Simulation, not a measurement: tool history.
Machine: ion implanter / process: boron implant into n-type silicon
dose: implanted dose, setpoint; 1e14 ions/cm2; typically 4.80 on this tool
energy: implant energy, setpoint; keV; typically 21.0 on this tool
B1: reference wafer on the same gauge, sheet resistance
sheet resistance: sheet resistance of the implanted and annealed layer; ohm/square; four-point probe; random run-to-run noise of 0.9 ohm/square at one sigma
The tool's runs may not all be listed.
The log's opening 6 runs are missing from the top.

Run 7, hour 313.0: usual settings; B1 233.79. Result: sheet resistance 217.84 ohm/square.
Run 8, hour 363.2: usual settings; B1 233.92. Result: sheet resistance 218.34 ohm/square.
Run 9, hour 407.3: usual settings; B1 234.32. Result: sheet resistance 218.47 ohm/square.
Run 10, hour 439.2: usual settings; B1 234.29. Result: sheet resistance 218.12 ohm/square.
Run 11, hour 487.2: usual settings; B1 234.56. Result: sheet resistance 219.50 ohm/square.
Run 12, hour 517.8: usual settings but energy 19.0 keV; B1 234.78. Result: sheet resistance 220.94 ohm/square.
Run 13, hour 547.7: usual settings but energy 19.0 keV; B1 234.91. Result: sheet resistance 220.84 ohm/square.
Run 14, hour 605.0: usual settings but energy 19.0 keV; B1 235.26. Result: sheet resistance 222.17 ohm/square.
Run 15, hour 665.3: usual settings; B1 235.89. Result: sheet resistance 217.90 ohm/square.
Run 16, hour 713.2: usual settings but dose 3.85 1e14 ions/cm2, energy 15.0 keV; B1 236.00. Result: sheet resistance 271.44 ohm/square.
Run 17, hour 762.3: usual settings but dose 5.99 1e14 ions/cm2, energy 24.0 keV; B1 236.55. Result: sheet resistance 181.02 ohm/square.
Run 18, hour 817.2: usual settings but dose 5.99 1e14 ions/cm2, energy 24.0 keV; B1 236.62. Result: sheet resistance 181.22 ohm/square.
Run 19, hour 867.1: usual settings but dose 5.72 1e14 ions/cm2, energy 17.5 keV; B1 237.07. Result: sheet resistance 194.36 ohm/square.
Run 20, hour 917.3: usual settings but dose 3.67 1e14 ions/cm2, energy 15.5 keV; B1 237.37. Result: sheet resistance 283.12 ohm/square.
Run 21, hour 945.5: usual settings but dose 3.91 1e14 ions/cm2, energy 28.0 keV; B1 237.91. Result: sheet resistance 251.93 ohm/square.
At hour 971.2: gauge calibrated.
At hour 983.5: Faraday cup replaced and dose calibrated.
Run 22, hour 989.2: usual settings but energy 28.0 keV; B1 232.46. Result: sheet resistance 209.94 ohm/square.
Run 23, hour 1029.5: usual settings but dose 5.98 1e14 ions/cm2, energy 28.0 keV; B1 232.30. Result: sheet resistance 175.72 ohm/square.
Run 24, hour 1057.8: usual settings; B1 232.33. Result: sheet resistance 216.68 ohm/square.
Run 25, hour 1084.1: usual settings; B1 232.40. Result: sheet resistance 216.46 ohm/square.
At hour 1108.9: extraction supply calibrated.
Run 26, hour 1125.4: usual settings but energy 25.0 keV; B1 232.60. Result: sheet resistance 211.91 ohm/square.
Run 27, hour 1188.3: usual settings but dose 4.13 1e14 ions/cm2, energy 25.5 keV; B1 232.43. Result: sheet resistance 240.65 ohm/square.
Run 28, hour 1244.4: usual settings but energy 17.0 keV; B1 232.48. Result: sheet resistance 222.15 ohm/square.
Run 29, hour 1298.3: usual settings; B1 232.45. Result: sheet resistance 215.10 ohm/square.
Run 30, hour 1347.6: usual settings; B1 232.47. Result: sheet resistance 216.94 ohm/square.
Run 31, hour 1399.6: usual settings; B1 232.85. Result: sheet resistance 216.17 ohm/square.

Here are 3 independent what-if runs from the current tool condition. What would each one return?
Run A, hour 1400.0: usual settings but energy 18.5 keV; B1 ?. Result: sheet resistance ?.
Run B, hour 1400.0: usual settings but energy 16.5 keV; B1 ?. Result: sheet resistance ?.
Run C, hour 1400.0: usual settings but dose 5.66 1e14 ions/cm2, energy 27.0 keV; B1 ?. Result: sheet resistance ?.

run      B1  sheet resistance
  A  233.01            218.78
  B  233.01            221.01
  C  233.01            183.91
Stripped of hidden state, with their random variation kept, the same runs would have yielded:
run  sheet resistance
  A            218.01
  B            220.23
  C            183.27
